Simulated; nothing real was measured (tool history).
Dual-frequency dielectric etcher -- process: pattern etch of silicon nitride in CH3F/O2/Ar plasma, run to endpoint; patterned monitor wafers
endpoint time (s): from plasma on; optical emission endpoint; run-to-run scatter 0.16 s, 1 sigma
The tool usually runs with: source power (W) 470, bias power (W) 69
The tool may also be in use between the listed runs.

run	day	source power (W)	bias power (W)	wafers since the last listed run	hours since the last wet clean	hours since the last source power generator calibration	hours since the last bias power generator calibration	hours since the last upper electrode change	incoming incoming film thickness, nm	endpoint time (s)
1	0.000	470	69	0	252.9	2982.1	3952.4	4537.6	36.39	52.9
2	0.354	470	69	72	261.4	2990.6	3960.9	4546.1	36.00	52.2
3	0.833	470	69	97	272.9	3002.1	3972.4	4557.6	36.11	52.4
4	1.508	470	69	137	289.1	3018.3	3988.6	4573.8	36.23	52.4
5	1.971	470	69	94	300.2	3029.4	3999.7	4584.9	36.23	52.4
6	2.250	470	79	56	306.9	3036.1	4006.4	4591.6	36.19	48.9
# day 3.812: wet clean of the chamber
7	3.925	470	79	137	2.7	3076.3	4046.6	4631.8	35.94	49.6
8	4.542	470	69	125	17.5	3091.1	4061.4	4646.6	35.69	52.6
9	4.971	470	69	87	27.8	3101.4	4071.7	4656.9	35.88	52.9
# day 6.258: upper electrode replaced
10	6.279	420	69	62	59.2	3132.8	4103.1	0.5	36.14	56.2
11	6.296	470	69	3	59.6	3133.2	4103.5	0.9	36.56	53.9
12	6.308	590	75	2	59.9	3133.5	4103.8	1.2	35.94	45.3
13	6.842	580	82	108	72.7	3146.3	4116.6	14.0	35.79	43.5
# day 7.071: source power generator calibrated
# day 7.117: bias power generator calibrated
14	7.325	540	64	55	84.3	6.1	5.0	25.6	36.19	51.6
15	7.912	530	77	119	98.4	20.2	19.1	39.7	36.22	47.3
16	8.238	410	85	66	106.2	28.0	26.9	47.5	36.48	51.2
17	8.625	430	78	79	115.5	37.3	36.2	56.8	36.30	52.0
18	9.338	470	69	145	132.6	54.4	53.3	73.9	35.67	52.2

What if the next run were any one of these 4? Each begins from the tool's condition after run 18:
A	9.354	470	83	3	133.0	54.8	53.7	74.3	35.79	?
B	9.354	430	62	3	133.0	54.8	53.7	74.3	35.79	?
C	9.354	410	57	3	133.0	54.8	53.7	74.3	35.79	?
D	9.354	500	83	3	133.0	54.8	53.7	74.3	35.79	?

run	endpoint time (s)
A	47.6
B	58.2
C	62.6
D	46.2
Without the tool's unlogged condition, the same runs would have read:
run	endpoint time (s)
A	48.1
B	58.8
C	63.2
D	46.7

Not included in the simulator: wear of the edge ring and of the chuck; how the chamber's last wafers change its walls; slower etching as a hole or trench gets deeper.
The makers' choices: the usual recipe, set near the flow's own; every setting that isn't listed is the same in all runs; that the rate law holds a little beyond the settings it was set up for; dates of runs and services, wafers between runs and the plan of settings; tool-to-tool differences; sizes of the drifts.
